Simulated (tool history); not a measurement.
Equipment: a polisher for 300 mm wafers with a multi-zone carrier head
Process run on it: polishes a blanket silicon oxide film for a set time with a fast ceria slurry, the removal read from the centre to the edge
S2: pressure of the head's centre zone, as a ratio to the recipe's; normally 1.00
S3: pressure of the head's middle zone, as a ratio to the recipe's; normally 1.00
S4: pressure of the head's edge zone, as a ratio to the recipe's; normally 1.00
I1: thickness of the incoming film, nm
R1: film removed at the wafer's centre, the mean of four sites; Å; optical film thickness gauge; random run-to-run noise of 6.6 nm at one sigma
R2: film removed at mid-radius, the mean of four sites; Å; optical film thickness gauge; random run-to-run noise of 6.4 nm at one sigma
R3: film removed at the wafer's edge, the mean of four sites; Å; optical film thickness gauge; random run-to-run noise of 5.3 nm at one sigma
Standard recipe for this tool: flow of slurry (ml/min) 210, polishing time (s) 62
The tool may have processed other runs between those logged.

{"run": 1, "hour": 0.0, "flow of slurry (ml/min)": 210, "S2": 1.0, "S3": 1.0, "S4": 1.0, "polishing time (s)": 62, "I1": 3923.5, "R1": 6942, "R2": 7614, "R3": 7607}
{"hour": 38.5, "done": "centre zone pressure recalibrated"}
{"run": 2, "hour": 45.0, "flow of slurry (ml/min)": 210, "S2": 1.0, "S3": 1.0, "S4": 0.96, "polishing time (s)": 62, "I1": 3984.5, "R1": 7765, "R2": 7659, "R3": 7490}
{"run": 3, "hour": 51.0, "flow of slurry (ml/min)": 210, "S2": 1.0, "S3": 1.0, "S4": 0.96, "polishing time (s)": 62, "I1": 3896.2, "R1": 7888, "R2": 7648, "R3": 7512}
{"run": 4, "hour": 65.3, "flow of slurry (ml/min)": 210, "S2": 1.0, "S3": 1.0, "S4": 1.0, "polishing time (s)": 62, "I1": 4029.8, "R1": 7832, "R2": 7719, "R3": 7625}
{"hour": 75.2, "done": "worn pad replaced by a new one"}
{"run": 5, "hour": 75.7, "flow of slurry (ml/min)": 230, "S2": 1.0, "S3": 1.0, "S4": 0.91, "polishing time (s)": 62, "I1": 3908.7, "R1": 7896, "R2": 7769, "R3": 7344}
{"run": 6, "hour": 77.7, "flow of slurry (ml/min)": 210, "S2": 1.0, "S3": 0.97, "S4": 0.93, "polishing time (s)": 56, "I1": 4008.5, "R1": 7081, "R2": 6759, "R3": 6717}
{"run": 7, "hour": 87.6, "flow of slurry (ml/min)": 210, "S2": 1.0, "S3": 1.0, "S4": 1.0, "polishing time (s)": 62, "I1": 3967.6, "R1": 7871, "R2": 7592, "R3": 7499}
{"hour": 95.5, "done": "carrier head's membrane replaced by a new one, of another model than before"}
{"run": 8, "hour": 138.1, "flow of slurry (ml/min)": 210, "S2": 1.0, "S3": 0.97, "S4": 1.0, "polishing time (s)": 62, "I1": 3928.6, "R1": 7569, "R2": 7368, "R3": 7643}
{"hour": 147.8, "done": "edge zone pressure recalibrated"}
{"hour": 171.5, "done": "slurry nozzle cleaned"}
{"hour": 180.3, "done": "worn pad replaced by a new one"}
{"run": 9, "hour": 184.1, "flow of slurry (ml/min)": 210, "S2": 1.0, "S3": 1.0, "S4": 1.0, "polishing time (s)": 62, "I1": 3969.7, "R1": 7439, "R2": 7656, "R3": 7648}
{"run": 10, "hour": 198.5, "flow of slurry (ml/min)": 210, "S2": 1.0, "S3": 1.0, "S4": 0.92, "polishing time (s)": 54, "I1": 3970.8, "R1": 6406, "R2": 6690, "R3": 6492}
{"run": 11, "hour": 216.1, "flow of slurry (ml/min)": 210, "S2": 0.95, "S3": 0.96, "S4": 1.0, "polishing time (s)": 62, "I1": 3949.1, "R1": 6777, "R2": 7290, "R3": 7560}
{"run": 12, "hour": 229.7, "flow of slurry (ml/min)": 210, "S2": 1.0, "S3": 1.0, "S4": 1.12, "polishing time (s)": 62, "I1": 3893.7, "R1": 7254, "R2": 7781, "R3": 7829}
{"run": 13, "hour": 244.5, "flow of slurry (ml/min)": 210, "S2": 1.0, "S3": 1.0, "S4": 1.0, "polishing time (s)": 62, "I1": 3935.9, "R1": 7330, "R2": 7725, "R3": 7661}
{"run": 14, "hour": 251.4, "flow of slurry (ml/min)": 175, "S2": 0.9, "S3": 0.93, "S4": 0.97, "polishing time (s)": 62, "I1": 3980.1, "R1": 5796, "R2": 6935, "R3": 7395}
{"run": 15, "hour": 257.9, "flow of slurry (ml/min)": 210, "S2": 1.0, "S3": 1.0, "S4": 0.96, "polishing time (s)": 62, "I1": 3870.9, "R1": 7248, "R2": 7706, "R3": 7495}
{"run": 16, "hour": 266.1, "flow of slurry (ml/min)": 210, "S2": 1.0, "S3": 1.0, "S4": 1.0, "polishing time (s)": 62, "I1": 3939.6, "R1": 7256, "R2": 7736, "R3": 7668}
{"hour": 285.6, "done": "worn pad replaced by a new one"}
{"run": 17, "hour": 286.1, "flow of slurry (ml/min)": 230, "S2": 1.0, "S3": 1.0, "S4": 1.0, "polishing time (s)": 68, "I1": 3937.0, "R1": 8039, "R2": 8471, "R3": 8449}
{"run": 18, "hour": 292.0, "flow of slurry (ml/min)": 210, "S2": 1.0, "S3": 1.04, "S4": 1.0, "polishing time (s)": 47, "I1": 4015.3, "R1": 5513, "R2": 6008, "R3": 5796}
{"run": 19, "hour": 298.4, "flow of slurry (ml/min)": 210, "S2": 1.0, "S3": 1.0, "S4": 1.0, "polishing time (s)": 62, "I1": 3916.9, "R1": 7212, "R2": 7604, "R3": 7499}
{"run": 20, "hour": 312.5, "flow of slurry (ml/min)": 210, "S2": 0.94, "S3": 0.9, "S4": 1.04, "polishing time (s)": 62, "I1": 3973.0, "R1": 6274, "R2": 6815, "R3": 7744}
{"run": 21, "hour": 326.1, "flow of slurry (ml/min)": 210, "S2": 1.0, "S3": 1.05, "S4": 1.0, "polishing time (s)": 70, "I1": 4024.2, "R1": 8079, "R2": 9285, "R3": 8640}
{"run": 22, "hour": 335.1, "flow of slurry (ml/min)": 210, "S2": 1.07, "S3": 1.0, "S4": 1.0, "polishing time (s)": 81, "I1": 3909.9, "R1": 10355, "R2": 10079, "R3": 9871}

Consider 4 possible next runs. They are alternatives, not a sequence: every one starts from the tool as it was left by run 22. What does each give?
{"run": "A", "hour": 335.5, "flow of slurry (ml/min)": 210, "S2": 1.0, "S3": 1.0, "S4": 1.0, "polishing time (s)": 62, "I1": 3953.1, "R1": "?", "R2": "?", "R3": "?"}
{"run": "B", "hour": 335.5, "flow of slurry (ml/min)": 270, "S2": 0.97, "S3": 1.1, "S4": 1.0, "polishing time (s)": 44, "I1": 3953.1, "R1": "?", "R2": "?", "R3": "?"}
{"run": "C", "hour": 335.5, "flow of slurry (ml/min)": 145, "S2": 1.0, "S3": 1.0, "S4": 1.0, "polishing time (s)": 62, "I1": 3953.1, "R1": "?", "R2": "?", "R3": "?"}
{"run": "D", "hour": 335.5, "flow of slurry (ml/min)": 210, "S2": 1.05, "S3": 1.0, "S4": 1.08, "polishing time (s)": 62, "I1": 3953.1, "R1": "?", "R2": "?", "R3": "?"}

run=A R1=7050 R2=7838 R3=7675
run=B R1=4918 R2=6394 R3=5567
run=C R1=6555 R2=7347 R3=7322
run=D R1=7657 R2=7834 R3=7830
Without the tool's hidden state the same runs would have given:
run=A R1=7803 R2=7834 R3=7675
run=B R1=5446 R2=6390 R3=5567
run=C R1=7256 R2=7343 R3=7322
run=D R1=8469 R2=7830 R3=7830
